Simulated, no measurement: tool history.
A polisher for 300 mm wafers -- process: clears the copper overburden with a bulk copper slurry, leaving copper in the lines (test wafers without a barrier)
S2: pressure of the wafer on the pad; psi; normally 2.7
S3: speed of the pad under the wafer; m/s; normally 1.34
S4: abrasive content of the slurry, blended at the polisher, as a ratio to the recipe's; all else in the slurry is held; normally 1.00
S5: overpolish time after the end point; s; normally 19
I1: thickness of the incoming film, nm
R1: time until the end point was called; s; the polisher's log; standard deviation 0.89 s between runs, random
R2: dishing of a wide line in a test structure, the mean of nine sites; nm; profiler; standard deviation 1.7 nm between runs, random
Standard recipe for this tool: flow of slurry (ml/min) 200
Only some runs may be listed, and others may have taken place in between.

Run 1, hour 0.0: usual settings but S4 1.15; I1 782.7. Result: R1 52.2 s, R2 105.5 nm.
Run 2, hour 52.6: usual settings but S4 1.15; I1 767.9. Result: R1 53.2 s, R2 101.6 nm.
At hour 59.9: worn pad replaced by a new one.
Run 3, hour 128.0: usual settings but S2 2.5 psi; I1 779.1. Result: R1 60.8 s, R2 94.7 nm.
At hour 136.2: head pressure recalibrated.
Run 4, hour 220.5: usual settings but S2 2.5 psi; I1 774.2. Result: R1 67.1 s, R2 92.6 nm.
At hour 266.6: slurry blender recalibrated.
Run 5, hour 269.7: usual settings but S2 2.5 psi; I1 774.6. Result: R1 67.0 s, R2 93.5 nm.
Run 6, hour 333.6: usual settings but S2 3.3 psi; I1 768.4. Result: R1 50.3 s, R2 107.9 nm.
At hour 356.0: slurry nozzle cleaned.
Run 7, hour 434.9: usual settings but flow of slurry (ml/min) 240; I1 763.1. Result: R1 52.9 s, R2 101.3 nm.
At hour 508.0: worn pad replaced by a new one.
Run 8, hour 542.9: usual settings but flow of slurry (ml/min) 240; I1 770.4. Result: R1 53.2 s, R2 101.2 nm.
Run 9, hour 628.7: usual settings but flow of slurry (ml/min) 240; I1 775.8. Result: R1 53.2 s, R2 101.5 nm.
Run 10, hour 664.8: usual settings; I1 769.9. Result: R1 55.3 s, R2 100.2 nm.
At hour 707.8: slurry blender recalibrated.
Run 11, hour 767.2: usual settings; I1 767.9. Result: R1 56.8 s, R2 97.5 nm.
Run 12, hour 875.2: usual settings; I1 773.6. Result: R1 58.6 s, R2 100.3 nm.
At hour 887.6: slurry nozzle cleaned.
Run 13, hour 920.4: usual settings but S2 3.4 psi, S4 0.90; I1 773.6. Result: R1 41.3 s, R2 114.6 nm.
At hour 999.7: worn pad replaced by a new one.
Run 14, hour 1020.0: usual settings; I1 761.5. Result: R1 53.0 s, R2 101.1 nm.
Run 15, hour 1067.1: usual settings but S2 3.1 psi, S4 0.75; I1 773.9. Result: R1 50.6 s, R2 109.3 nm.
Run 16, hour 1117.3: usual settings; I1 771.3. Result: R1 53.2 s, R2 103.0 nm.
Run 17, hour 1208.5: usual settings; I1 767.0. Result: R1 54.5 s, R2 100.8 nm.
Run 18, hour 1258.3: usual settings but S2 2.1 psi, S5 23 s; I1 777.9. Result: R1 71.2 s, R2 93.0 nm.
At hour 1272.1: slurry blender recalibrated.
Run 19, hour 1330.0: usual settings but S2 3.3 psi, S4 0.80; I1 753.2. Result: R1 47.4 s, R2 112.1 nm.
At hour 1398.1: slurry nozzle cleaned.
Run 20, hour 1434.7: usual settings but flow of slurry (ml/min) 185; I1 781.9. Result: R1 51.4 s, R2 103.0 nm.
At hour 1443.5: worn pad replaced by a new one.
Run 21, hour 1471.2: usual settings but S2 3.5 psi, S3 1.78 m/s, S4 0.70; I1 773.7. Result: R1 31.2 s, R2 121.5 nm.
At hour 1511.4: head pressure recalibrated.
Run 22, hour 1573.0: usual settings but flow of slurry (ml/min) 155, S3 1.78 m/s, S4 0.70; I1 759.4. Result: R1 49.2 s, R2 102.3 nm.
Run 23, hour 1614.5: usual settings but flow of slurry (ml/min) 240, S2 2.4 psi, S4 1.20, S5 23 s; I1 774.3. Result: R1 61.6 s, R2 101.7 nm.
Run 24, hour 1687.4: usual settings; I1 766.5. Result: R1 57.0 s, R2 97.8 nm.
Run 25, hour 1737.8: usual settings; I1 767.5. Result: R1 57.1 s, R2 100.8 nm.
At hour 1773.9: slurry blender recalibrated.
Run 26, hour 1798.2: usual settings but S2 3.4 psi, S5 30 s; I1 763.1. Result: R1 45.5 s, R2 125.0 nm.
Run 27, hour 1854.7: usual settings; I1 768.6. Result: R1 59.6 s, R2 97.3 nm.
At hour 1907.3: slurry nozzle cleaned.
At hour 1943.1: worn pad replaced by a new one.
Run 28, hour 1953.0: usual settings but S2 2.5 psi, S3 0.92 m/s, S5 22 s; I1 771.4. Result: R1 84.5 s, R2 89.6 nm.
Run 29, hour 2049.4: usual settings but S3 1.06 m/s, S4 1.15, S5 28 s; I1 780.6. Result: R1 67.5 s, R2 108.1 nm.

Branching from run 29: 3 alternative next runs. What would each branch give?
Run A, hour 2049.8: usual settings but flow of slurry (ml/min) 245; I1 761.5. Result: R1 ?, R2 ?.
Run B, hour 2049.8: usual settings but S3 1.50 m/s, S4 1.25; I1 761.5. Result: R1 ?, R2 ?.
Run C, hour 2049.8: usual settings but S4 0.75, S5 25 s; I1 761.5. Result: R1 ?, R2 ?.

run    R1     R2
  A  51.8  102.0
  B  45.4  106.0
  C  56.8  107.4
Take away the tool's hidden state, keep each run's random variation, and the runs would have read:
run    R1     R2
  A  55.4   98.1
  B  48.4  102.3
  C  60.6  103.7
